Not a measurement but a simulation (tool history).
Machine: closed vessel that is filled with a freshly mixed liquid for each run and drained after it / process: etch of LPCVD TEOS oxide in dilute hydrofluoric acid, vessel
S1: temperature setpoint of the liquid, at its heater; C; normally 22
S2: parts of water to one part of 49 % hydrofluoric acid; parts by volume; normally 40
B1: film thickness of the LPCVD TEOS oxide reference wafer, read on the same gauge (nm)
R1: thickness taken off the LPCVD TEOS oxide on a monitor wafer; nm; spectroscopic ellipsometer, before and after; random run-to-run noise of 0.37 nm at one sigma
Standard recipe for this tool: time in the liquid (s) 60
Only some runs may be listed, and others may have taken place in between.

run 1 hour=0 | S1=22 S2=40 time_in_the_liquid_(s)=60 | B1=90.02 | R1=66.93
run 2 hour=99.5 | S1=22 S2=40 time_in_the_liquid_(s)=60 | B1=89.99 | R1=67.33
run 3 hour=137.9 | S1=22 S2=40 time_in_the_liquid_(s)=60 | B1=90 | R1=66.81
run 4 hour=240.2 | S1=22 S2=40 time_in_the_liquid_(s)=80 | B1=89.99 | R1=88.58
run 5 hour=279.1 | S1=22 S2=40 time_in_the_liquid_(s)=80 | B1=89.99 | R1=88.51
run 6 hour=346 | S1=22 S2=40 time_in_the_liquid_(s)=60 | B1=90.02 | R1=66.19
run 7 hour=397.7 | S1=22 S2=40 time_in_the_liquid_(s)=60 | B1=89.98 | R1=66.66
run 8 hour=453.8 | S1=22 S2=40 time_in_the_liquid_(s)=60 | B1=90 | R1=65.43
run 9 hour=556.8 | S1=22 S2=40 time_in_the_liquid_(s)=60 | B1=89.97 | R1=65.75
run 10 hour=599.2 | S1=22 S2=40 time_in_the_liquid_(s)=60 | B1=89.98 | R1=65.84
-- hour=657.7 gauge calibrated
run 11 hour=671.4 | S1=22 S2=45 time_in_the_liquid_(s)=60 | B1=90.01 | R1=58.04
run 12 hour=762.4 | S1=22 S2=45 time_in_the_liquid_(s)=60 | B1=89.97 | R1=57.88
run 13 hour=822 | S1=22 S2=40 time_in_the_liquid_(s)=60 | B1=89.99 | R1=64.99
run 14 hour=908.5 | S1=22 S2=40 time_in_the_liquid_(s)=40 | B1=89.97 | R1=43.26
-- hour=986.8 thermometer replaced
run 15 hour=995.9 | S1=22 S2=40 time_in_the_liquid_(s)=60 | B1=90.03 | R1=65.3
-- hour=1011.7 hydrofluoric acid flow meter replaced
run 16 hour=1070.4 | S1=20.5 S2=40 time_in_the_liquid_(s)=40 | B1=90 | R1=41.63
run 17 hour=1114 | S1=22 S2=55 time_in_the_liquid_(s)=60 | B1=89.99 | R1=47.86
run 18 hour=1200.1 | S1=18.5 S2=40 time_in_the_liquid_(s)=50 | B1=89.99 | R1=47.8
run 19 hour=1241.2 | S1=19.5 S2=40 time_in_the_liquid_(s)=60 | B1=90.02 | R1=59.88
run 20 hour=1279.1 | S1=20 S2=40 time_in_the_liquid_(s)=95 | B1=90.01 | R1=96.25
run 21 hour=1320.5 | S1=22 S2=30 time_in_the_liquid_(s)=40 | B1=90.01 | R1=59.97
run 22 hour=1395.3 | S1=23.5 S2=40 time_in_the_liquid_(s)=95 | B1=89.96 | R1=111.9
run 23 hour=1466.6 | S1=24 S2=30 time_in_the_liquid_(s)=80 | B1=90 | R1=129.82
run 24 hour=1524.1 | S1=22 S2=40 time_in_the_liquid_(s)=60 | B1=90.01 | R1=66.4
run 25 hour=1587.7 | S1=25 S2=55 time_in_the_liquid_(s)=35 | B1=90.05 | R1=31.13
run 26 hour=1898.8 | S1=22 S2=40 time_in_the_liquid_(s)=60 | B1=89.98 | R1=65.21

Some steps in R1, run to run, broken into two amounts with sign: the step expected even without the hidden condition (settings, incoming material, random variation), and the rest, left for the hidden condition together with whatever gauge scatter is not in both the measured and the hidden-condition-free result:
Hidden conditions of the tool in this case: liquid colder than its thermometer reads (K); hydrofluoric acid flow below the setpoint (%); gauge reads high (%).
Run 15 -> 16: S1 22 -> 20.5, time in the liquid (s) 60 -> 40, hydrofluoric acid flow meter replaced. R1 -23.67 nm: hidden state +1.94, all else -25.61.
Run 21 -> 22: S1 22 -> 23.5, S2 30 -> 40, time in the liquid (s) 40 -> 95. R1 +51.93 nm: hidden state -0.9, all else +52.83.
Run 23 -> 24: S1 24 -> 22, S2 30 -> 40, time in the liquid (s) 80 -> 60. R1 -63.42 nm: hidden state +0.94, all else -64.36.
Run 25 -> 26: S1 25 -> 22, S2 55 -> 40, time in the liquid (s) 35 -> 60. R1 +34.08 nm: hidden state -1.29, all else +35.37.
